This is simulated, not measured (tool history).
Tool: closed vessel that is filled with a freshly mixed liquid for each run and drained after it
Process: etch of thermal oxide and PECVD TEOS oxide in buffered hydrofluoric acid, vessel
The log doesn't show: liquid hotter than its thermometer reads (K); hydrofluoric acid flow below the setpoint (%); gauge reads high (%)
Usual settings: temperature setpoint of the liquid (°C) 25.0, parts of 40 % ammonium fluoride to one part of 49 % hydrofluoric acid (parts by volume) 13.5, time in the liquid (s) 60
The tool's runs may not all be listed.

run   hour  temperature setpoint of the liquid (°C)  parts of 40 % ammonium fluoride to one part of 49 % hydrofluoric acid (parts by volume)  time in the liquid (s)  wafers since the last listed run  hours since the thermometer was replaced  hours since the hydrofluoric acid flow meter was replaced  hours since the gauge calibration  read-back film thickness of the thermal oxide reference wafer, read on the same gauge (nm)  read-back film thickness of the PECVD TEOS oxide reference wafer, read on the same gauge (nm)  thickness taken off the thermal oxide on a monitor wafer (Å)  thickness taken off the PECVD TEOS oxide on a monitor wafer (Å)
  1    0.0                                     25.0                                                                                     13.5                      60                                 0                                    2223.3                                                     1274.0                              301.3                                                                                      120.02                                                                                          29.99                                                         465.8                                                            678.0
  2   15.6                                     25.0                                                                                     13.5                      60                              1625                                    2238.9                                                     1289.6                              316.9                                                                                      120.01                                                                                          30.02                                                         463.7                                                            679.3
  3   24.8                                     22.0                                                                                     13.5                      60                               958                                    2248.1                                                     1298.8                              326.1                                                                                      120.00                                                                                          29.97                                                         398.4                                                            577.5
  4   46.2                                     22.0                                                                                     13.5                      60                              2230                                    2269.5                                                     1320.2                              347.5                                                                                      119.96                                                                                          30.02                                                         395.8                                                            569.7
  5   56.6                                     25.0                                                                                     13.5                      60                              1083                                    2279.9                                                     1330.6                              357.9                                                                                      119.99                                                                                          30.02                                                         465.1                                                            670.8
  6   63.7                                     25.0                                                                                     13.5                      60                               739                                    2287.0                                                     1337.7                              365.0                                                                                      119.97                                                                                          30.04                                                         467.8                                                            673.1
      67.4  -- hydrofluoric acid flow meter replaced
  7   71.6                                     25.0                                                                                     13.5                      60                               719                                    2294.9                                                        4.2                              372.9                                                                                      119.97                                                                                          30.00                                                         429.6                                                            615.8
      73.1  -- thermometer replaced
  8   84.3                                     25.0                                                                                     13.5                      60                              1219                                      11.2                                                       16.9                              385.6                                                                                      120.00                                                                                          30.01                                                         422.9                                                            615.4
  9   93.9                                     25.0                                                                                     13.5                      60                              1000                                      20.8                                                       26.5                              395.2                                                                                      120.01                                                                                          30.07                                                         424.1                                                            615.0
 10  110.7                                     25.0                                                                                     13.5                      75                              1750                                      37.6                                                       43.3                              412.0                                                                                      119.98                                                                                          29.98                                                         532.6                                                            774.3
 11  116.8                                     21.0                                                                                     13.5                      60                               635                                      43.7                                                       49.4                              418.1                                                                                      119.98                                                                                          30.00                                                         344.2                                                            492.4
     119.3  -- gauge calibrated
     123.1  -- hydrofluoric acid flow meter replaced, repeated, since the last time left the tool worse
 12  125.5                                     25.0                                                                                     13.5                      60                               802                                      52.4                                                        2.4                                6.2                                                                                      119.97                                                                                          29.98                                                         493.2                                                            714.5
 13  135.9                                     29.5                                                                                      9.5                      75                              1083                                      62.8                                                       12.8                               16.6                                                                                      120.01                                                                                          29.98                                                        1087.8                                                           1580.1
 14  143.5                                     25.0                                                                                     13.5                      60                               792                                      70.4                                                       20.4                               24.2                                                                                      120.02                                                                                          30.04                                                         502.0                                                            717.3
 15  158.1                                     30.0                                                                                     11.5                      40                              1521                                      85.0                                                       35.0                               38.8                                                                                      120.02                                                                                          29.95                                                         507.6                                                            727.5
 16  173.8                                     25.0                                                                                     11.0                      70                              1636                                     100.7                                                       50.7                               54.5                                                                                      120.02                                                                                          30.05                                                         703.9                                                           1022.6
 17  189.5                                     23.0                                                                                     13.5                      60                              1636                                     116.4                                                       66.4                               70.2                                                                                      120.04                                                                                          30.00                                                         443.2                                                            643.2
 18  202.4                                     27.0                                                                                     17.0                      40                              1344                                     129.3                                                       79.3                               83.1                                                                                      119.97                                                                                          29.98                                                         295.7                                                            420.1
 19  212.6                                     25.0                                                                                     16.0                      60                              1062                                     139.5                                                       89.5                               93.3                                                                                      119.99                                                                                          30.04                                                         415.9                                                            608.2
 20  229.2                                     23.0                                                                                     16.0                      40                              1729                                     156.1                                                      106.1                              109.9                                                                                      119.98                                                                                          30.01                                                         250.1                                                            363.4
 21  246.3                                     25.0                                                                                     13.5                      60                              1782                                     173.2                                                      123.2                              127.0                                                                                      120.01                                                                                          30.07                                                         497.6                                                            716.3
 22  261.4                                     28.0                                                                                     13.5                      85                              1573                                     188.3                                                      138.3                              142.1                                                                                      120.00                                                                                          30.04                                                         828.5                                                           1184.7
 23  285.6                                     22.0                                                                                      8.5                      30                              2522                                     212.5                                                      162.5                              166.3                                                                                      120.02                                                                                          29.98                                                         315.5                                                            461.5
 24  292.8                                     25.0                                                                                     11.0                      60                               750                                     219.7                                                      169.7                              173.5                                                                                      119.99                                                                                          29.97                                                         601.4                                                            873.9
 25  305.8                                     25.0                                                                                      9.0                      60                              1354                                     232.7                                                      182.7                              186.5                                                                                      119.99                                                                                          30.00                                                         710.4                                                           1029.5

The same runs without the tool's hidden state, with the same run-to-run variation:
run  thickness taken off the thermal oxide on a monitor wafer (Å)  thickness taken off the PECVD TEOS oxide on a monitor wafer (Å)
  1                                                         502.1                                                            730.9
  2                                                         500.3                                                            732.8
  3                                                         430.0                                                            623.3
  4                                                         427.7                                                            615.7
  5                                                         502.8                                                            725.2
  6                                                         505.9                                                            728.0
  7                                                         506.0                                                            725.2
  8                                                         498.4                                                            725.3
  9                                                         500.1                                                            725.2
 10                                                         628.7                                                            914.0
 11                                                         406.5                                                            581.5
 12                                                         499.5                                                            723.6
 13                                                        1097.1                                                           1593.5
 14                                                         508.8                                                            727.1
 15                                                         514.9                                                            738.0
 16                                                         714.5                                                           1038.0
 17                                                         450.3                                                            653.4
 18                                                         300.6                                                            427.1
 19                                                         423.1                                                            618.6
 20                                                         254.6                                                            369.9
 21                                                         507.0                                                            729.7
 22                                                         844.6                                                           1207.8
 23                                                         322.7                                                            472.1
 24                                                         614.0                                                            892.3
 25                                                         720.3                                                           1043.8

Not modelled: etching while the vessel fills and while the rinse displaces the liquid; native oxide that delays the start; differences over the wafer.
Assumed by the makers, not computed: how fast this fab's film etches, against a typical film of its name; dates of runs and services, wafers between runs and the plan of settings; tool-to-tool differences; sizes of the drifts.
